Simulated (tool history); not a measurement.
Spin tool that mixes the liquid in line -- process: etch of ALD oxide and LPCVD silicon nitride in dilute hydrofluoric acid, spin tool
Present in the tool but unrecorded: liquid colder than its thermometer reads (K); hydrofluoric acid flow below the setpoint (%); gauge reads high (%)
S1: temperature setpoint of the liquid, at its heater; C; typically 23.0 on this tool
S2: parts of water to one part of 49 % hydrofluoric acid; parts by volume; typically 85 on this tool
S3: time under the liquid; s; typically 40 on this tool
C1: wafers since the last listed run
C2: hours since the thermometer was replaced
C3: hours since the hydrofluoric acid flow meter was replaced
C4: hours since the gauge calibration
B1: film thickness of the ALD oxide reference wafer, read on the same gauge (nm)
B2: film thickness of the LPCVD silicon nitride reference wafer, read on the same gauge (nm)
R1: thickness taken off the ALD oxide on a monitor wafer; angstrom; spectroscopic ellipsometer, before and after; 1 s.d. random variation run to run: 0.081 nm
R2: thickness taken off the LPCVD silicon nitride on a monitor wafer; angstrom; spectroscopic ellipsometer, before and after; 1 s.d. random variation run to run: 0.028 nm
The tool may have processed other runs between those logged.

Run 1, hour 0.0: usual settings; C1 0; C2 2438.2; C3 24.7; C4 846.9; B1 70.01; B2 49.997. Result: R1 81.2 angstrom, R2 2.17 angstrom.
At hour 7.5: thermometer replaced.
Run 2, hour 19.1: usual settings; C1 339; C2 11.6; C3 43.8; C4 866.0; B1 70.04; B2 50.028. Result: R1 89.7 angstrom, R2 2.50 angstrom.
Run 3, hour 43.0: usual settings; C1 448; C2 35.5; C3 67.7; C4 889.9; B1 69.97; B2 50.036. Result: R1 91.0 angstrom, R2 2.26 angstrom.
Run 4, hour 60.3: usual settings; C1 324; C2 52.8; C3 85.0; C4 907.2; B1 69.99; B2 50.001. Result: R1 91.3 angstrom, R2 2.37 angstrom.
Run 5, hour 89.3: usual settings; C1 544; C2 81.8; C3 114.0; C4 936.2; B1 69.99; B2 49.983. Result: R1 89.2 angstrom, R2 1.72 angstrom.
Run 6, hour 105.1: usual settings but S3 55 s; C1 296; C2 97.6; C3 129.8; C4 952.0; B1 70.00; B2 49.963. Result: R1 122.5 angstrom, R2 3.20 angstrom.
Run 7, hour 121.7: usual settings; C1 311; C2 114.2; C3 146.4; C4 968.6; B1 70.00; B2 49.979. Result: R1 88.9 angstrom, R2 1.94 angstrom.
Run 8, hour 155.1: usual settings but S1 28.0 C, S3 65 s; C1 626; C2 147.6; C3 179.8; C4 1002.0; B1 69.97; B2 49.986. Result: R1 172.0 angstrom, R2 5.26 angstrom.
Run 9, hour 188.4: usual settings but S2 65 parts by volume, S3 25 s; C1 625; C2 180.9; C3 213.1; C4 1035.3; B1 70.05; B2 50.003. Result: R1 74.1 angstrom, R2 1.27 angstrom.
Run 10, hour 205.1: usual settings but S3 25 s; C1 313; C2 197.6; C3 229.8; C4 1052.0; B1 70.01; B2 49.981. Result: R1 54.4 angstrom, R2 1.44 angstrom.
Run 11, hour 226.8: usual settings but S1 28.0 C, S2 115 parts by volume, S3 30 s; C1 407; C2 219.3; C3 251.5; C4 1073.7; B1 70.02; B2 50.004. Result: R1 58.2 angstrom, R2 1.76 angstrom.
Run 12, hour 259.4: usual settings but S1 21.5 C, S2 120 parts by volume, S3 20 s; C1 611; C2 251.9; C3 284.1; C4 1106.3; B1 69.97; B2 49.995. Result: R1 27.7 angstrom, R2 0.77 angstrom.
Run 13, hour 295.6: usual settings but S3 35 s; C1 679; C2 288.1; C3 320.3; C4 1142.5; B1 69.99; B2 49.992. Result: R1 76.2 angstrom, R2 1.55 angstrom.
At hour 308.2: gauge calibrated.
Run 14, hour 318.9: usual settings but S2 50 parts by volume, S3 20 s; C1 437; C2 311.4; C3 343.6; C4 10.7; B1 70.01; B2 49.981. Result: R1 76.7 angstrom, R2 1.49 angstrom.
Run 15, hour 341.4: usual settings but S1 28.0 C, S3 35 s; C1 422; C2 333.9; C3 366.1; C4 33.2; B1 70.02; B2 49.992. Result: R1 90.8 angstrom, R2 2.71 angstrom.
Run 16, hour 356.3: usual settings; C1 279; C2 348.8; C3 381.0; C4 48.1; B1 70.00; B2 49.999. Result: R1 86.6 angstrom, R2 2.21 angstrom.
Run 17, hour 372.3: usual settings but S1 20.0 C, S2 100 parts by volume, S3 55 s; C1 300; C2 364.8; C3 397.0; C4 64.1; B1 70.02; B2 49.989. Result: R1 87.1 angstrom, R2 1.79 angstrom.
Run 18, hour 405.5: usual settings but S1 21.5 C, S2 75 parts by volume; C1 623; C2 398.0; C3 430.2; C4 97.3; B1 70.00; B2 49.967. Result: R1 91.8 angstrom, R2 1.78 angstrom.
Run 19, hour 420.6: usual settings but S2 110 parts by volume; C1 283; C2 413.1; C3 445.3; C4 112.4; B1 70.01; B2 50.033. Result: R1 64.5 angstrom, R2 1.50 angstrom.
Run 20, hour 432.7: usual settings but S1 24.5 C, S2 120 parts by volume, S3 30 s; C1 227; C2 425.2; C3 457.4; C4 124.5; B1 70.02; B2 49.978. Result: R1 45.9 angstrom, R2 1.12 angstrom.
Run 21, hour 532.3: usual settings but S1 21.5 C, S2 115 parts by volume, S3 60 s; C1 1869; C2 524.8; C3 557.0; C4 224.1; B1 70.06; B2 49.971. Result: R1 83.8 angstrom, R2 2.28 angstrom.
Run 22, hour 552.0: usual settings but S1 24.5 C, S2 105 parts by volume, S3 55 s; C1 369; C2 544.5; C3 576.7; C4 243.8; B1 69.99; B2 50.006. Result: R1 97.0 angstrom, R2 2.72 angstrom.
Run 23, hour 579.6: usual settings but S1 27.5 C, S2 70 parts by volume, S3 55 s; C1 518; C2 572.1; C3 604.3; C4 271.4; B1 70.00; B2 49.989. Result: R1 168.9 angstrom, R2 4.50 angstrom.
Run 24, hour 606.7: usual settings but S1 21.5 C, S2 105 parts by volume, S3 55 s; C1 508; C2 599.2; C3 631.4; C4 298.5; B1 70.02; B2 50.016. Result: R1 83.9 angstrom, R2 2.24 angstrom.
Run 25, hour 625.7: usual settings but S2 115 parts by volume; C1 356; C2 618.2; C3 650.4; C4 317.5; B1 70.01; B2 50.021. Result: R1 59.6 angstrom, R2 1.65 angstrom.

Alternative continuations, all from the tool just after run 25; predict every row:
Run A, hour 626.1: usual settings; C1 7; C2 618.6; C3 650.8; C4 317.9; B1 ?; B2 ?. Result: R1 ?, R2 ?.
Run B, hour 626.1: usual settings but S2 60 parts by volume; C1 7; C2 618.6; C3 650.8; C4 317.9; B1 ?; B2 ?. Result: R1 ?, R2 ?.
Run C, hour 626.1: usual settings but S1 25.0 C, S3 30 s; C1 7; C2 618.6; C3 650.8; C4 317.9; B1 ?; B2 ?. Result: R1 ?, R2 ?.
Run D, hour 626.1: usual settings but S1 20.5 C, S2 60 parts by volume, S3 30 s; C1 7; C2 618.6; C3 650.8; C4 317.9; B1 ?; B2 ?. Result: R1 ?, R2 ?.
Run E, hour 626.1: usual settings but S1 25.5 C, S2 65 parts by volume, S3 25 s; C1 7; C2 618.6; C3 650.8; C4 317.9; B1 ?; B2 ?. Result: R1 ?, R2 ?.

run     B1      B2     R1    R2
  A  69.99  50.008   83.0  2.01
  B  69.99  50.008  121.5  2.83
  C  69.99  50.008   67.4  1.72
  D  69.99  50.008   82.1  1.79
  E  69.99  50.008   77.1  1.93
Stripped of hidden state, with their random variation kept, the same runs would have yielded:
run     R1    R2
  A   92.2  2.26
  B  134.8  3.18
  C   74.9  1.93
  D   91.1  2.01
  E   85.5  2.17
